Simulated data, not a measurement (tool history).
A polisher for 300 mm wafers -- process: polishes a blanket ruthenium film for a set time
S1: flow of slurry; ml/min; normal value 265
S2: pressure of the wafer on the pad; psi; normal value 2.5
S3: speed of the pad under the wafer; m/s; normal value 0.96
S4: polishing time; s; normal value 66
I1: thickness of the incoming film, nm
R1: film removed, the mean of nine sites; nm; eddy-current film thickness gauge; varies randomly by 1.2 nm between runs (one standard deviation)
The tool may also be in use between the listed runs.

| run | hour | S1 | S2 | S3 | S4 | I1 | R1 |
|---|---|---|---|---|---|---|---|
| 1 | 0 | 265 | 2.5 | 0.96 | 57 | 293.7 | 84.1 |
| 2 | 19 | 265 | 2.5 | 0.96 | 57 | 301.4 | 81.1 |
| 3 | 37.6 | 265 | 2.5 | 0.96 | 57 | 303 | 81 |
| 4 | 70.2 | 265 | 2.5 | 0.96 | 66 | 298.4 | 94.7 |
| 5 | 100.6 | 265 | 2.5 | 0.96 | 66 | 293.9 | 95.7 |
| 6 | 112.9 | 265 | 2.5 | 0.96 | 66 | 304.3 | 93.8 |
|  | 117.5 | worn pad replaced by a new one |
| 7 | 145.1 | 265 | 2.5 | 0.96 | 66 | 299.3 | 97.4 |
| 8 | 177.4 | 265 | 2.5 | 0.96 | 66 | 295.1 | 98.2 |
| 9 | 207.1 | 265 | 2.5 | 0.96 | 66 | 296.8 | 93.3 |
|  | 210.7 | slurry nozzle cleaned |
| 10 | 231.4 | 265 | 2.8 | 0.96 | 66 | 301.8 | 106 |
|  | 269.1 | worn pad replaced by a new one |
| 11 | 269.6 | 265 | 2.8 | 0.96 | 66 | 302.2 | 112.3 |
| 12 | 288.9 | 265 | 2.5 | 0.96 | 66 | 301.4 | 99.6 |
| 13 | 300.9 | 265 | 2.5 | 0.96 | 66 | 306.4 | 95.9 |
| 14 | 328.1 | 265 | 2.5 | 0.96 | 66 | 305.5 | 94.3 |
|  | 339.7 | head pressure recalibrated |
| 15 | 350.9 | 265 | 3 | 0.96 | 66 | 301.7 | 112.1 |
| 16 | 380.9 | 175 | 2.5 | 1.28 | 66 | 300.3 | 120.5 |
|  | 392.5 | worn pad replaced by a new one |
| 17 | 394.8 | 265 | 2.5 | 1.06 | 66 | 301.6 | 110.6 |
| 18 | 415.3 | 265 | 2.5 | 0.96 | 66 | 299.6 | 97.7 |
| 19 | 433.5 | 265 | 2.5 | 0.96 | 66 | 301.1 | 96.4 |
| 20 | 476 | 240 | 2.5 | 0.78 | 66 | 303.5 | 77.8 |
| 21 | 495.4 | 265 | 3 | 0.96 | 76 | 299.2 | 130.2 |
| 22 | 522.1 | 265 | 2.5 | 0.96 | 66 | 299.8 | 93 |
|  | 541 | worn pad replaced by a new one |
| 23 | 544.1 | 265 | 2.5 | 0.96 | 66 | 296.4 | 101.3 |
| 24 | 563.9 | 240 | 2.5 | 1.2 | 66 | 294 | 122.4 |
| 25 | 582.8 | 205 | 2.5 | 0.96 | 80 | 299.7 | 115.5 |
| 26 | 598.9 | 200 | 2.5 | 0.62 | 84 | 298.3 | 75.4 |
| 27 | 629.9 | 265 | 2.5 | 0.96 | 66 | 301.5 | 96.2 |
| 28 | 664.3 | 360 | 2.5 | 0.74 | 66 | 301.2 | 75.1 |

Subtracting, for every run, the result it would have given without the tool's unlogged condition from the measured result gives the following. The same run-to-run variation enters both numbers; the gauge's scatter may not:
Hidden state at play: removal rate lost through wear of the pad, %; slurry flow missing at the pad, %; deviation of the head's pressure from its setpoint, %.
| run | R1 |
|---|---|
| 1 | -3.3 |
| 2 | -4.4 |
| 3 | -5.2 |
| 4 | -7 |
| 5 | -7.6 |
| 6 | -7.5 |
| 7 | -3.7 |
| 8 | -5.8 |
| 9 | -6.5 |
| 10 | -7.9 |
| 11 | -0.1 |
| 12 | -2.6 |
| 13 | -3.6 |
| 14 | -5.2 |
| 15 | -7.2 |
| 16 | -8.4 |
| 17 | -0.8 |
| 18 | -3.4 |
| 19 | -4.7 |
| 20 | -5.4 |
| 21 | -9.5 |
| 22 | -7.1 |
| 23 | -1.1 |
| 24 | -4.4 |
| 25 | -6.1 |
| 26 | -4.7 |
| 27 | -7 |
| 28 | -5.9 |

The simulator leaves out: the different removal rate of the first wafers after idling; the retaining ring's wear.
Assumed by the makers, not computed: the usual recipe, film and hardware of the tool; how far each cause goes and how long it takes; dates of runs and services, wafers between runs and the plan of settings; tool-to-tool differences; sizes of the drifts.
